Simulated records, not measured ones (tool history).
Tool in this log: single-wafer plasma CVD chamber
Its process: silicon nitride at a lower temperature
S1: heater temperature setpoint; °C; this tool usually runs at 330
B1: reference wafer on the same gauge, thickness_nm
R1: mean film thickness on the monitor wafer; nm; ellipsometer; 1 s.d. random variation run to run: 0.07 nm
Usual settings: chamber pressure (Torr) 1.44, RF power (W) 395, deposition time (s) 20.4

{"run": 1, "hour": 0.0, "S1": 330, "chamber pressure (Torr)": 1.44, "RF power (W)": 395, "deposition time (s)": 20.4, "B1": 22.0, "R1": 27.714}
{"run": 2, "hour": 15.0, "S1": 330, "chamber pressure (Torr)": 1.44, "RF power (W)": 395, "deposition time (s)": 20.4, "B1": 22.008, "R1": 27.667}
{"run": 3, "hour": 44.8, "S1": 330, "chamber pressure (Torr)": 1.44, "RF power (W)": 395, "deposition time (s)": 20.4, "B1": 21.998, "R1": 27.688}
{"run": 4, "hour": 57.4, "S1": 330, "chamber pressure (Torr)": 1.44, "RF power (W)": 395, "deposition time (s)": 20.4, "B1": 22.001, "R1": 27.852}
{"run": 5, "hour": 76.1, "S1": 330, "chamber pressure (Torr)": 1.44, "RF power (W)": 395, "deposition time (s)": 20.4, "B1": 22.008, "R1": 27.708}
{"run": 6, "hour": 92.2, "S1": 330, "chamber pressure (Torr)": 1.44, "RF power (W)": 395, "deposition time (s)": 20.4, "B1": 21.995, "R1": 27.81}
{"run": 7, "hour": 117.8, "S1": 330, "chamber pressure (Torr)": 1.44, "RF power (W)": 395, "deposition time (s)": 20.4, "B1": 21.988, "R1": 27.83}
{"run": 8, "hour": 137.3, "S1": 330, "chamber pressure (Torr)": 1.44, "RF power (W)": 395, "deposition time (s)": 20.4, "B1": 21.999, "R1": 27.875}
{"run": 9, "hour": 162.5, "S1": 330, "chamber pressure (Torr)": 1.44, "RF power (W)": 395, "deposition time (s)": 20.4, "B1": 21.991, "R1": 27.976}
{"hour": 186.0, "done": "RF generator calibrated"}
{"run": 10, "hour": 198.5, "S1": 337, "chamber pressure (Torr)": 1.35, "RF power (W)": 395, "deposition time (s)": 19.0, "B1": 21.995, "R1": 25.187}
{"hour": 219.0, "done": "gauge calibrated"}
{"run": 11, "hour": 220.7, "S1": 330, "chamber pressure (Torr)": 1.44, "RF power (W)": 325, "deposition time (s)": 22.0, "B1": 22.003, "R1": 27.16}
{"run": 12, "hour": 236.7, "S1": 318, "chamber pressure (Torr)": 1.44, "RF power (W)": 360, "deposition time (s)": 23.2, "B1": 21.993, "R1": 30.545}
{"run": 13, "hour": 250.1, "S1": 330, "chamber pressure (Torr)": 1.44, "RF power (W)": 395, "deposition time (s)": 20.4, "B1": 22.004, "R1": 28.079}
{"hour": 327.8, "done": "showerhead replaced"}
{"hour": 334.2, "done": "thermocouple changed; heater temperature recalibrated"}
{"run": 14, "hour": 356.6, "S1": 330, "chamber pressure (Torr)": 1.71, "RF power (W)": 335, "deposition time (s)": 18.6, "B1": 22.0, "R1": 24.932}
{"hour": 376.9, "done": "capacitance manometer re-zeroed and calibrated"}
{"run": 15, "hour": 422.2, "S1": 340, "chamber pressure (Torr)": 1.6, "RF power (W)": 395, "deposition time (s)": 17.3, "B1": 22.0, "R1": 23.987}
{"run": 16, "hour": 449.6, "S1": 330, "chamber pressure (Torr)": 1.16, "RF power (W)": 465, "deposition time (s)": 20.4, "B1": 22.009, "R1": 26.811}
{"run": 17, "hour": 478.5, "S1": 317, "chamber pressure (Torr)": 1.19, "RF power (W)": 340, "deposition time (s)": 19.1, "B1": 22.006, "R1": 21.885}
{"run": 18, "hour": 501.3, "S1": 330, "chamber pressure (Torr)": 1.44, "RF power (W)": 330, "deposition time (s)": 20.4, "B1": 21.992, "R1": 24.754}

Below are 5 alternative next runs, each starting from the tool's condition after run 18. Predict each:
{"run": "A", "hour": 501.7, "S1": 330, "chamber pressure (Torr)": 1.44, "RF power (W)": 395, "deposition time (s)": 20.4, "B1": "?", "R1": "?"}
{"run": "B", "hour": 501.7, "S1": 339, "chamber pressure (Torr)": 1.44, "RF power (W)": 325, "deposition time (s)": 20.4, "B1": "?", "R1": "?"}
{"run": "C", "hour": 501.7, "S1": 342, "chamber pressure (Torr)": 1.44, "RF power (W)": 460, "deposition time (s)": 20.4, "B1": "?", "R1": "?"}
{"run": "D", "hour": 501.7, "S1": 330, "chamber pressure (Torr)": 1.44, "RF power (W)": 335, "deposition time (s)": 22.8, "B1": "?", "R1": "?"}
{"run": "E", "hour": 501.7, "S1": 322, "chamber pressure (Torr)": 1.56, "RF power (W)": 395, "deposition time (s)": 24.4, "B1": "?", "R1": "?"}

run=A B1=21.998 R1=27.206
run=B B1=21.998 R1=24.524
run=C B1=21.998 R1=29.233
run=D B1=21.998 R1=27.918
run=E B1=21.998 R1=33.655
The same runs, with their run-to-run variation unchanged, on a tool lacking any hidden condition would have given:
run=A R1=27.118
run=B R1=24.444
run=C R1=29.139
run=D R1=27.828
run=E R1=33.547
